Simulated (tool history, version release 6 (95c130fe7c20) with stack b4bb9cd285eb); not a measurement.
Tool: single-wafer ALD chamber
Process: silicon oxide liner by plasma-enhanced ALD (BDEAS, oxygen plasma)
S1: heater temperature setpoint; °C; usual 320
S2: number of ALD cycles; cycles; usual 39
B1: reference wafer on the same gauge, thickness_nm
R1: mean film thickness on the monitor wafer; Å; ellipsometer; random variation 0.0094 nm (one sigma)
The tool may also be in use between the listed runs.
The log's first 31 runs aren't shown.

run,hour,S1,S2,B1,R1
# hour 1014.2: gauge calibrated
32,1038.1,313,39,3.86,37.84
33,1056.4,320,45,3.861,43.25
34,1074.9,310,43,3.86,41.64
35,1178.2,320,39,3.86,37.49
36,1198.1,335,34,3.859,31.93
37,1229.5,329,39,3.86,37.02
38,1260.2,316,39,3.86,37.72
39,1273.8,315,39,3.86,37.58
40,1293,324,34,3.859,32.58
41,1321.4,320,39,3.86,37.45
42,1357.2,320,39,3.858,37.37
43,1384.4,320,39,3.86,37.28
44,1401.8,307,39,3.86,37.93
45,1432.3,331,33,3.86,31.31

Forecast each of these 4 alternatives for the next run:
A,1432.8,320,39,?,?
B,1432.8,306,36,?,?
C,1432.8,331,39,?,?
D,1432.8,310,44,?,?

run,B1,R1
A,3.859,37.51
B,3.859,35.24
C,3.859,36.99
D,3.859,42.85
Without the tool's hidden state the same runs would have given:
run,R1
A,37.51
B,35.24
C,36.99
D,42.85
